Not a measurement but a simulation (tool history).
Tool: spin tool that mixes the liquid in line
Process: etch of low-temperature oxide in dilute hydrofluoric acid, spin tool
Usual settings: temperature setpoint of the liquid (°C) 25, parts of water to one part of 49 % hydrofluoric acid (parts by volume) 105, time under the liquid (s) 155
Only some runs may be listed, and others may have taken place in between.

run,hour,temperature setpoint of the liquid (°C),parts of water to one part of 49 % hydrofluoric acid (parts by volume),time under the liquid (s),"read-back film thickness of the low-temperature oxide reference wafer, read on the same gauge (nm)",thickness taken off the low-temperature oxide on a monitor wafer (Å)
1,0,25,105,155,100.01,410
2,58.7,25,105,155,100.02,410.6
3,101.5,25,105,155,100.02,410.6
4,175.6,25,95,155,100.02,460
5,214.6,25,95,155,100.02,461.7
6,264.4,28.5,105,125,99.97,380.8
7,334,25,85,85,99.98,285.3
8,440.5,25,85,85,100.05,285.6
# hour 527.3: thermometer replaced
9,758.6,25,80,195,100,723.6
10,841.4,25,105,155,99.99,423.7
11,915.8,28.5,105,210,100.03,657.4
12,995.9,25,105,155,100.03,426
13,1058.1,25,105,155,100.02,425.6
# hour 1133.8: gauge calibrated
14,1154.4,25,105,155,99.98,424.3
15,1210.8,25,105,110,100,301.1
16,1258.1,25,70,155,100.04,665.2
17,1297.1,27,105,240,100.01,709.7
# hour 1299: hydrofluoric acid flow meter replaced
18,1374.6,25,105,155,99.98,414.2
19,1451.4,29,120,210,99.99,565.7
20,1545.3,21,145,125,99.98,198.3
21,1581.8,25,95,155,100.05,465.4
22,1668.2,25,105,155,100.03,415.6
23,1712.6,22,105,155,100.01,368.4
24,1762.5,22.5,105,155,99.95,376.3
25,1805.2,20.5,150,155,99.99,231.2
26,1878.2,25,145,155,99.97,288.2
27,1975.1,25,155,200,99.98,342.9
28,2074.6,25,150,155,100,274.2
29,2133.6,21.5,125,210,99.96,402.1
30,2406,21.5,150,155,99.95,241.4
31,2469.8,25,105,155,99.99,414
32,2556.7,27,125,155,100.02,365.9

Consider 4 possible next runs. They are alternatives, not a sequence: every one starts from the tool as it was left by run 32. What does each give?
A,2557.2,25,105,155,?,?
B,2557.2,21.5,105,155,?,?
C,2557.2,21,70,155,?,?
D,2557.2,21.5,80,85,?,?

run,"read-back film thickness of the low-temperature oxide reference wafer, read on the same gauge (nm)",thickness taken off the low-temperature oxide on a monitor wafer (Å)
A,99.98,415.8
B,99.98,361.3
C,99.98,552.4
D,99.98,267.5
Stripped of hidden state, with their random variation kept, the same runs would have yielded:
run,thickness taken off the low-temperature oxide on a monitor wafer (Å)
A,422.1
B,367.2
C,562.3
D,272.2
